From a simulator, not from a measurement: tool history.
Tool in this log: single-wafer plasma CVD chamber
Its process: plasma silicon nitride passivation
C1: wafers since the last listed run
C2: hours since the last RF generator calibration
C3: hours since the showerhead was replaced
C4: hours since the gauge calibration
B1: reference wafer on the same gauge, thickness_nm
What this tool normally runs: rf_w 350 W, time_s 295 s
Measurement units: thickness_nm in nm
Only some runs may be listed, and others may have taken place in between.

{"run": 1, "day": 0.0, "rf_w": 370, "time_s": 295, "C1": 0, "C2": 969.5, "C3": 2038.3, "C4": 625.3, "B1": 328.158, "thickness_nm": 376.906}
{"day": 1.375, "done": "RF generator calibrated"}
{"run": 2, "day": 4.375, "rf_w": 350, "time_s": 295, "C1": 434, "C2": 72, "C3": 2143.3, "C4": 730.3, "B1": 327.796, "thickness_nm": 378.182}
{"run": 3, "day": 6.554, "rf_w": 325, "time_s": 295, "C1": 234, "C2": 124.3, "C3": 2195.6, "C4": 782.6, "B1": 328.647, "thickness_nm": 368.938}
{"run": 4, "day": 18.671, "rf_w": 325, "time_s": 295, "C1": 1302, "C2": 415.1, "C3": 2486.4, "C4": 1073.4, "B1": 328.26, "thickness_nm": 365.739}
{"day": 19.758, "done": "gauge calibrated"}
{"run": 5, "day": 22.379, "rf_w": 325, "time_s": 295, "C1": 398, "C2": 504.1, "C3": 2575.4, "C4": 62.9, "B1": 327.936, "thickness_nm": 366.131}
{"run": 6, "day": 25.471, "rf_w": 305, "time_s": 270, "C1": 332, "C2": 578.3, "C3": 2649.6, "C4": 137.1, "B1": 328.235, "thickness_nm": 329.762}
{"day": 28.092, "done": "showerhead replaced"}
{"run": 7, "day": 29.033, "rf_w": 305, "time_s": 270, "C1": 347, "C2": 663.8, "C3": 22.6, "C4": 222.6, "B1": 327.741, "thickness_nm": 330.214}
{"run": 8, "day": 33.317, "rf_w": 305, "time_s": 295, "C1": 460, "C2": 766.6, "C3": 125.4, "C4": 325.4, "B1": 327.731, "thickness_nm": 359.065}
{"run": 9, "day": 41.054, "rf_w": 410, "time_s": 310, "C1": 831, "C2": 952.3, "C3": 311.1, "C4": 511.1, "B1": 328.2, "thickness_nm": 408.08}
{"day": 44.129, "done": "RF generator calibrated"}
{"run": 10, "day": 44.554, "rf_w": 350, "time_s": 295, "C1": 340, "C2": 10.2, "C3": 395.1, "C4": 595.1, "B1": 327.783, "thickness_nm": 380.481}
{"run": 11, "day": 50.771, "rf_w": 280, "time_s": 324, "C1": 668, "C2": 159.4, "C3": 544.3, "C4": 744.3, "B1": 327.944, "thickness_nm": 391.451}
{"run": 12, "day": 53.529, "rf_w": 350, "time_s": 295, "C1": 296, "C2": 225.6, "C3": 610.5, "C4": 810.5, "B1": 327.795, "thickness_nm": 376.416}
{"run": 13, "day": 57.592, "rf_w": 350, "time_s": 295, "C1": 436, "C2": 323.1, "C3": 708, "C4": 908, "B1": 328.107, "thickness_nm": 375.748}
{"day": 58.917, "done": "gauge calibrated"}
{"run": 14, "day": 62.008, "rf_w": 285, "time_s": 337, "C1": 474, "C2": 429.1, "C3": 814, "C4": 74.2, "B1": 327.658, "thickness_nm": 403.584}

Each row is a separate what-if for the run after 14, all from the same tool condition, not one after another. Results?
{"run": "A", "day": 62.029, "rf_w": 350, "time_s": 295, "C1": 2, "C2": 429.6, "C3": 814.5, "C4": 74.7, "B1": "?", "thickness_nm": "?"}
{"run": "B", "day": 62.029, "rf_w": 380, "time_s": 237, "C1": 2, "C2": 429.6, "C3": 814.5, "C4": 74.7, "B1": "?", "thickness_nm": "?"}
{"run": "C", "day": 62.029, "rf_w": 315, "time_s": 313, "C1": 2, "C2": 429.6, "C3": 814.5, "C4": 74.7, "B1": "?", "thickness_nm": "?"}
{"run": "D", "day": 62.029, "rf_w": 415, "time_s": 271, "C1": 2, "C2": 429.6, "C3": 814.5, "C4": 74.7, "B1": "?", "thickness_nm": "?"}
{"run": "E", "day": 62.029, "rf_w": 305, "time_s": 339, "C1": 2, "C2": 429.6, "C3": 814.5, "C4": 74.7, "B1": "?", "thickness_nm": "?"}

run=A B1=327.885 thickness_nm=375.857
run=B B1=327.885 thickness_nm=308.481
run=C B1=327.885 thickness_nm=388.162
run=D B1=327.885 thickness_nm=360.994
run=E B1=327.885 thickness_nm=416.977
What these runs would have given with no unlogged condition in the tool:
run=A thickness_nm=382.835
run=B thickness_nm=314.208
run=C thickness_nm=395.368
run=D thickness_nm=367.695
run=E thickness_nm=424.718

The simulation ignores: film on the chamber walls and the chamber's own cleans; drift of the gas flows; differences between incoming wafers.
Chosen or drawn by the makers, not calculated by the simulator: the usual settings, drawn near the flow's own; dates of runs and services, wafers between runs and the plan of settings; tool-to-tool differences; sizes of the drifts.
